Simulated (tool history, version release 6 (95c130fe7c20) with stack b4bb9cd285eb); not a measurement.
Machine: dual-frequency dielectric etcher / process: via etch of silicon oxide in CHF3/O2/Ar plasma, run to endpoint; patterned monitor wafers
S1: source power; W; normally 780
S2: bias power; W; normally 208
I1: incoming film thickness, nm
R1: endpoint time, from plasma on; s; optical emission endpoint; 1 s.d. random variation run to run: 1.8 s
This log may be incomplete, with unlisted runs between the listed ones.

run 1 hour=0.0 | S1=780 S2=170 | I1=627.6 | R1=278.1
run 2 hour=22.0 | S1=780 S2=208 | I1=635.9 | R1=259.3
run 3 hour=36.1 | S1=780 S2=208 | I1=634.6 | R1=258.1
run 4 hour=61.5 | S1=740 S2=208 | I1=628.0 | R1=260.7
run 5 hour=88.4 | S1=780 S2=208 | I1=631.9 | R1=259.6
run 6 hour=120.9 | S1=780 S2=208 | I1=635.7 | R1=262.9
run 7 hour=154.1 | S1=780 S2=208 | I1=635.6 | R1=261.1
run 8 hour=186.2 | S1=780 S2=208 | I1=630.5 | R1=262.8
run 9 hour=207.5 | S1=780 S2=208 | I1=633.9 | R1=262.9
-- hour=239.6 wet clean of the chamber
run 10 hour=240.1 | S1=780 S2=208 | I1=630.0 | R1=249.4
run 11 hour=254.5 | S1=850 S2=249 | I1=635.2 | R1=229.8
-- hour=269.3 source power generator calibrated
-- hour=284.6 upper electrode replaced
run 12 hour=285.1 | S1=890 S2=190 | I1=637.9 | R1=251.4
run 13 hour=304.6 | S1=960 S2=208 | I1=634.9 | R1=235.1
run 14 hour=338.5 | S1=660 S2=208 | I1=636.0 | R1=276.7
run 15 hour=370.8 | S1=780 S2=208 | I1=633.1 | R1=256.7
-- hour=380.5 bias power generator calibrated
run 16 hour=403.0 | S1=710 S2=247 | I1=634.4 | R1=250.1
run 17 hour=427.2 | S1=780 S2=208 | I1=633.1 | R1=257.4
run 18 hour=459.5 | S1=860 S2=167 | I1=635.1 | R1=274.6
run 19 hour=480.4 | S1=780 S2=208 | I1=632.8 | R1=260.2

Each row is a separate what-if for the run after 19, all from the same tool condition, not one after another. Results?
run A hour=480.9 | S1=780 S2=208 | I1=633.7 | R1=?
run B hour=480.9 | S1=780 S2=162 | I1=633.7 | R1=?
run C hour=480.9 | S1=620 S2=208 | I1=633.7 | R1=?
run D hour=480.9 | S1=900 S2=248 | I1=633.7 | R1=?

run=A R1=259.5
run=B R1=284.3
run=C R1=285.4
run=D R1=229.2
With the hidden condition removed and each run's random variation left untouched, the same runs would have given:
run=A R1=252.6
run=B R1=276.7
run=C R1=277.8
run=D R1=223.1

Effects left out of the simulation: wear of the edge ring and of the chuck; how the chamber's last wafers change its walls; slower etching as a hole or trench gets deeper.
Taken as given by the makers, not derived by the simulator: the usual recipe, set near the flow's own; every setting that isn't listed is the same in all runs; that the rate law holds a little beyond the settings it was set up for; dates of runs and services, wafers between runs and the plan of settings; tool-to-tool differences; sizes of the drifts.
